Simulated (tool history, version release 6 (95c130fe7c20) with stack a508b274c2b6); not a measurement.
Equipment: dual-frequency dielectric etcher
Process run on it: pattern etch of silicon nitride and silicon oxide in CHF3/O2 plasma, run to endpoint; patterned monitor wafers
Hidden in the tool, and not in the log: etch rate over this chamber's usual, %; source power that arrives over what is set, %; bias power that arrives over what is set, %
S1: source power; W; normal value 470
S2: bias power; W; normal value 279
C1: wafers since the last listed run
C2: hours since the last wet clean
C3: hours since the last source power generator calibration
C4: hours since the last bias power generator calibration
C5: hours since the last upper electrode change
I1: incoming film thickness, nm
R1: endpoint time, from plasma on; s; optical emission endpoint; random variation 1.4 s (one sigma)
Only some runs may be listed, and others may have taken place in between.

{"run": 1, "hour": 0.0, "S1": 470, "S2": 279, "C1": 0, "C2": 511.5, "C3": 1503.2, "C4": 1479.6, "C5": 5086.3, "I1": 255.8, "R1": 171.9}
{"run": 2, "hour": 56.7, "S1": 470, "S2": 279, "C1": 459, "C2": 568.2, "C3": 1559.9, "C4": 1536.3, "C5": 5143.0, "I1": 256.5, "R1": 170.5}
{"run": 3, "hour": 137.9, "S1": 470, "S2": 279, "C1": 658, "C2": 649.4, "C3": 1641.1, "C4": 1617.5, "C5": 5224.2, "I1": 255.3, "R1": 171.2}
{"run": 4, "hour": 184.6, "S1": 370, "S2": 306, "C1": 378, "C2": 696.1, "C3": 1687.8, "C4": 1664.2, "C5": 5270.9, "I1": 255.7, "R1": 181.4}
{"run": 5, "hour": 256.9, "S1": 370, "S2": 306, "C1": 586, "C2": 768.4, "C3": 1760.1, "C4": 1736.5, "C5": 5343.2, "I1": 254.5, "R1": 180.7}
{"run": 6, "hour": 323.3, "S1": 370, "S2": 306, "C1": 538, "C2": 834.8, "C3": 1826.5, "C4": 1802.9, "C5": 5409.6, "I1": 255.0, "R1": 179.9}
{"hour": 362.2, "done": "wet clean of the chamber"}
{"run": 7, "hour": 366.9, "S1": 470, "S2": 279, "C1": 158, "C2": 4.7, "C3": 1870.1, "C4": 1846.5, "C5": 5453.2, "I1": 255.2, "R1": 166.4}
{"run": 8, "hour": 451.7, "S1": 470, "S2": 279, "C1": 687, "C2": 89.5, "C3": 1954.9, "C4": 1931.3, "C5": 5538.0, "I1": 257.1, "R1": 170.2}
{"run": 9, "hour": 546.9, "S1": 470, "S2": 279, "C1": 772, "C2": 184.7, "C3": 2050.1, "C4": 2026.5, "C5": 5633.2, "I1": 252.6, "R1": 165.5}
{"run": 10, "hour": 624.7, "S1": 470, "S2": 259, "C1": 631, "C2": 262.5, "C3": 2127.9, "C4": 2104.3, "C5": 5711.0, "I1": 254.8, "R1": 169.9}
{"run": 11, "hour": 688.6, "S1": 530, "S2": 279, "C1": 518, "C2": 326.4, "C3": 2191.8, "C4": 2168.2, "C5": 5774.9, "I1": 255.2, "R1": 162.6}
{"run": 12, "hour": 766.3, "S1": 530, "S2": 279, "C1": 630, "C2": 404.1, "C3": 2269.5, "C4": 2245.9, "C5": 5852.6, "I1": 254.4, "R1": 166.0}
{"run": 13, "hour": 850.2, "S1": 380, "S2": 246, "C1": 680, "C2": 488.0, "C3": 2353.4, "C4": 2329.8, "C5": 5936.5, "I1": 253.9, "R1": 183.8}
{"hour": 913.2, "done": "source power generator calibrated"}
{"run": 14, "hour": 921.9, "S1": 360, "S2": 216, "C1": 549, "C2": 559.7, "C3": 8.7, "C4": 2401.5, "C5": 6008.2, "I1": 254.1, "R1": 192.1}
{"run": 15, "hour": 1003.9, "S1": 540, "S2": 332, "C1": 665, "C2": 641.7, "C3": 90.7, "C4": 2483.5, "C5": 6090.2, "I1": 256.0, "R1": 157.4}
{"hour": 1014.8, "done": "bias power generator calibrated"}
{"hour": 1059.0, "done": "wet clean of the chamber"}
{"run": 16, "hour": 1089.2, "S1": 380, "S2": 279, "C1": 464, "C2": 30.2, "C3": 176.0, "C4": 74.4, "C5": 6175.5, "I1": 255.8, "R1": 174.3}
{"run": 17, "hour": 1190.6, "S1": 470, "S2": 279, "C1": 822, "C2": 131.6, "C3": 277.4, "C4": 175.8, "C5": 6276.9, "I1": 254.3, "R1": 165.0}
{"hour": 1299.5, "done": "upper electrode replaced"}
{"run": 18, "hour": 1467.2, "S1": 360, "S2": 216, "C1": 2048, "C2": 408.2, "C3": 554.0, "C4": 452.4, "C5": 167.7, "I1": 252.6, "R1": 186.1}
{"run": 19, "hour": 1565.2, "S1": 470, "S2": 301, "C1": 794, "C2": 506.2, "C3": 652.0, "C4": 550.4, "C5": 265.7, "I1": 255.8, "R1": 166.0}
{"run": 20, "hour": 1638.8, "S1": 580, "S2": 279, "C1": 596, "C2": 579.8, "C3": 725.6, "C4": 624.0, "C5": 339.3, "I1": 254.6, "R1": 159.7}
{"hour": 1729.2, "done": "wet clean of the chamber"}
{"run": 21, "hour": 1734.7, "S1": 500, "S2": 313, "C1": 583, "C2": 5.5, "C3": 821.5, "C4": 719.9, "C5": 435.2, "I1": 255.1, "R1": 157.1}
{"run": 22, "hour": 1833.2, "S1": 390, "S2": 329, "C1": 798, "C2": 104.0, "C3": 920.0, "C4": 818.4, "C5": 533.7, "I1": 255.8, "R1": 165.1}
{"run": 23, "hour": 1896.9, "S1": 420, "S2": 244, "C1": 516, "C2": 167.7, "C3": 983.7, "C4": 882.1, "C5": 597.4, "I1": 253.6, "R1": 175.0}
{"run": 24, "hour": 1971.8, "S1": 470, "S2": 260, "C1": 607, "C2": 242.6, "C3": 1058.6, "C4": 957.0, "C5": 672.3, "I1": 256.0, "R1": 169.8}
{"run": 25, "hour": 2013.7, "S1": 420, "S2": 244, "C1": 339, "C2": 284.5, "C3": 1100.5, "C4": 998.9, "C5": 714.2, "I1": 255.1, "R1": 174.8}
{"run": 26, "hour": 2100.7, "S1": 470, "S2": 279, "C1": 705, "C2": 371.5, "C3": 1187.5, "C4": 1085.9, "C5": 801.2, "I1": 253.4, "R1": 167.8}
{"run": 27, "hour": 2194.6, "S1": 470, "S2": 279, "C1": 761, "C2": 465.4, "C3": 1281.4, "C4": 1179.8, "C5": 895.1, "I1": 250.8, "R1": 164.5}
{"run": 28, "hour": 2293.8, "S1": 390, "S2": 220, "C1": 804, "C2": 564.6, "C3": 1380.6, "C4": 1279.0, "C5": 994.3, "I1": 259.1, "R1": 191.0}
{"hour": 2527.3, "done": "wet clean of the chamber"}
{"run": 29, "hour": 2588.1, "S1": 550, "S2": 253, "C1": 2192, "C2": 60.8, "C3": 1674.9, "C4": 1573.3, "C5": 1288.6, "I1": 253.5, "R1": 160.3}
{"run": 30, "hour": 2679.5, "S1": 390, "S2": 249, "C1": 741, "C2": 152.2, "C3": 1766.3, "C4": 1664.7, "C5": 1380.0, "I1": 256.1, "R1": 179.7}
{"run": 31, "hour": 2753.3, "S1": 510, "S2": 219, "C1": 598, "C2": 226.0, "C3": 1840.1, "C4": 1738.5, "C5": 1453.8, "I1": 252.9, "R1": 170.9}
{"run": 32, "hour": 2837.7, "S1": 520, "S2": 317, "C1": 684, "C2": 310.4, "C3": 1924.5, "C4": 1822.9, "C5": 1538.2, "I1": 255.4, "R1": 157.9}
{"run": 33, "hour": 2904.5, "S1": 360, "S2": 279, "C1": 541, "C2": 377.2, "C3": 1991.3, "C4": 1889.7, "C5": 1605.0, "I1": 256.1, "R1": 181.7}
{"run": 34, "hour": 2974.5, "S1": 530, "S2": 304, "C1": 567, "C2": 447.2, "C3": 2061.3, "C4": 1959.7, "C5": 1675.0, "I1": 254.6, "R1": 160.8}
{"run": 35, "hour": 3036.6, "S1": 570, "S2": 217, "C1": 503, "C2": 509.3, "C3": 2123.4, "C4": 2021.8, "C5": 1737.1, "I1": 253.6, "R1": 165.0}

Describe how what the log doesn't record of the tool's condition differs between the last listed run preceding each entry between runs and the first listed run following it.
Logged between run 6 and run 7: wet clean of the chamber (hour 362.2)
  etch rate over this chamber's usual, %: -5.46 -> -0.613
  measured less the result without the state, R1: +9.8 -> +1.0 s
Logged between run 13 and run 14: source power generator calibrated (hour 913.2)
  etch rate over this chamber's usual, %: -3.36 -> -3.76
  measured less the result without the state, R1: +6.2 -> +7.2 s
Logged between run 15 and run 16: bias power generator calibrated (hour 1014.8); wet clean of the chamber (hour 1059.0)
  etch rate over this chamber's usual, %: -4.23 -> 0.294
  measured less the result without the state, R1: +6.6 -> -0.5 s
Logged between run 17 and run 18: upper electrode replaced (hour 1299.5)
  etch rate over this chamber's usual, %: -0.281 -> -1.85
  measured less the result without the state, R1: +0.5 -> +3.4 s
Logged between run 20 and run 21: wet clean of the chamber (hour 1729.2)
  etch rate over this chamber's usual, %: -2.83 -> 0.32
  measured less the result without the state, R1: +4.5 -> -0.5 s
Logged between run 28 and run 29: wet clean of the chamber (hour 2527.3)
  etch rate over this chamber's usual, %: -2.85 -> 0.0775
  measured less the result without the state, R1: +5.4 -> -0.2 s

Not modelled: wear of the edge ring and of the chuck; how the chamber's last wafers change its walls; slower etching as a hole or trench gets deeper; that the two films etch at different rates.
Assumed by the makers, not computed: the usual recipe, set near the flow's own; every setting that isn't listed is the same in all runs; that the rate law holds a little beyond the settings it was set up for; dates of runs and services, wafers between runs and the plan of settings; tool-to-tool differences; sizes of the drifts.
